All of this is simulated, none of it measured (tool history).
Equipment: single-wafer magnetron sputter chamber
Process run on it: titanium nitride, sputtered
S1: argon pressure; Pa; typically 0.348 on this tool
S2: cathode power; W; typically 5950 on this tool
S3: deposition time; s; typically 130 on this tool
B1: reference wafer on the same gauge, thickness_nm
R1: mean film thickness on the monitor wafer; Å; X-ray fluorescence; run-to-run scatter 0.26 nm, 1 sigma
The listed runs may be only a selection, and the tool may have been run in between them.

{"run": 1, "day": 0.0, "S1": 0.246, "S2": 5950, "S3": 130, "B1": 143.017, "R1": 1508.14}
{"run": 2, "day": 2.121, "S1": 0.348, "S2": 5950, "S3": 130, "B1": 143.045, "R1": 1471.48}
{"run": 3, "day": 3.162, "S1": 0.348, "S2": 5950, "S3": 130, "B1": 143.029, "R1": 1479.52}
{"run": 4, "day": 4.329, "S1": 0.302, "S2": 5950, "S3": 130, "B1": 143.01, "R1": 1485.54}
{"run": 5, "day": 5.617, "S1": 0.302, "S2": 5950, "S3": 130, "B1": 142.985, "R1": 1487.83}
{"run": 6, "day": 7.112, "S1": 0.348, "S2": 5950, "S3": 130, "B1": 143.005, "R1": 1466.86}
{"run": 7, "day": 9.412, "S1": 0.348, "S2": 5950, "S3": 130, "B1": 142.972, "R1": 1467.57}
{"day": 12.538, "done": "sputter target and shields replaced"}
{"run": 8, "day": 12.558, "S1": 0.348, "S2": 5950, "S3": 130, "B1": 142.963, "R1": 1475.98}
{"run": 9, "day": 13.512, "S1": 0.348, "S2": 5950, "S3": 135, "B1": 143.075, "R1": 1533.83}
{"run": 10, "day": 14.679, "S1": 0.348, "S2": 5950, "S3": 135, "B1": 143.022, "R1": 1537.57}
{"run": 11, "day": 16.279, "S1": 0.348, "S2": 5950, "S3": 135, "B1": 142.995, "R1": 1533.29}
{"run": 12, "day": 18.029, "S1": 0.447, "S2": 5950, "S3": 130, "B1": 142.942, "R1": 1439.61}
{"run": 13, "day": 20.629, "S1": 0.447, "S2": 5950, "S3": 130, "B1": 143.015, "R1": 1445.6}
{"run": 14, "day": 22.846, "S1": 0.447, "S2": 5950, "S3": 130, "B1": 142.977, "R1": 1438.3}
{"day": 23.625, "done": "magnet pack replaced"}
{"run": 15, "day": 25.762, "S1": 0.348, "S2": 6650, "S3": 130, "B1": 143.008, "R1": 1594.51}
{"day": 29.6, "done": "sputter target and shields replaced"}
{"run": 16, "day": 29.621, "S1": 0.348, "S2": 6650, "S3": 130, "B1": 143.008, "R1": 1606.05}
{"day": 31.096, "done": "capacitance manometer re-zeroed and calibrated"}
{"run": 17, "day": 31.117, "S1": 0.434, "S2": 7150, "S3": 109, "B1": 143, "R1": 1395.37}
{"run": 18, "day": 33.667, "S1": 0.348, "S2": 5950, "S3": 130, "B1": 143.053, "R1": 1470.53}
{"day": 37.058, "done": "gauge calibrated"}
{"run": 19, "day": 39.054, "S1": 0.257, "S2": 6950, "S3": 149, "B1": 143.006, "R1": 1924.3}
{"run": 20, "day": 42.054, "S1": 0.348, "S2": 5950, "S3": 130, "B1": 142.995, "R1": 1461.07}
{"day": 44.575, "done": "sputter target and shields replaced"}
{"run": 21, "day": 44.867, "S1": 0.42, "S2": 5950, "S3": 145, "B1": 142.96, "R1": 1611.26}
{"run": 22, "day": 47.608, "S1": 0.412, "S2": 4450, "S3": 147, "B1": 143.007, "R1": 1325.34}
{"run": 23, "day": 48.821, "S1": 0.282, "S2": 7100, "S3": 130, "B1": 142.951, "R1": 1708.21}
{"run": 24, "day": 51.283, "S1": 0.348, "S2": 4850, "S3": 130, "B1": 143.037, "R1": 1262.33}
{"run": 25, "day": 54.212, "S1": 0.348, "S2": 5950, "S3": 130, "B1": 143.024, "R1": 1467.45}
{"run": 26, "day": 56.421, "S1": 0.451, "S2": 5950, "S3": 130, "B1": 142.992, "R1": 1424.01}
{"run": 27, "day": 58.396, "S1": 0.348, "S2": 5950, "S3": 130, "B1": 143.007, "R1": 1454.07}
{"run": 28, "day": 61.283, "S1": 0.348, "S2": 4750, "S3": 130, "B1": 143.007, "R1": 1228.95}
{"day": 62.433, "done": "sputter target and shields replaced"}
{"run": 29, "day": 63.392, "S1": 0.348, "S2": 5950, "S3": 130, "B1": 143.036, "R1": 1470.64}
{"run": 30, "day": 64.846, "S1": 0.469, "S2": 7200, "S3": 141, "B1": 143.008, "R1": 1802.15}
{"run": 31, "day": 67.371, "S1": 0.348, "S2": 5950, "S3": 139, "B1": 142.979, "R1": 1572.53}
{"run": 32, "day": 69.221, "S1": 0.392, "S2": 5200, "S3": 111, "B1": 143.04, "R1": 1122.19}
{"run": 33, "day": 71.667, "S1": 0.283, "S2": 5550, "S3": 130, "B1": 143.051, "R1": 1413.47}

What if the next run were any one of these 5? Each begins from the tool's condition after run 33:
{"run": "A", "day": 71.683, "S1": 0.429, "S2": 5950, "S3": 130, "B1": "?", "R1": "?"}
{"run": "B", "day": 71.683, "S1": 0.439, "S2": 5950, "S3": 130, "B1": "?", "R1": "?"}
{"run": "C", "day": 71.683, "S1": 0.348, "S2": 4550, "S3": 130, "B1": "?", "R1": "?"}
{"run": "D", "day": 71.683, "S1": 0.408, "S2": 4900, "S3": 130, "B1": "?", "R1": "?"}
{"run": "E", "day": 71.683, "S1": 0.348, "S2": 7250, "S3": 130, "B1": "?", "R1": "?"}

run=A B1=142.95 R1=1444.17
run=B B1=142.95 R1=1441.13
run=C B1=142.95 R1=1208.6
run=D B1=142.95 R1=1257.65
run=E B1=142.95 R1=1711.09
Without the tool's hidden state the same runs would have given:
run=A R1=1445.15
run=B R1=1441.99
run=C R1=1210.18
run=D R1=1258.7
run=E R1=1713.33
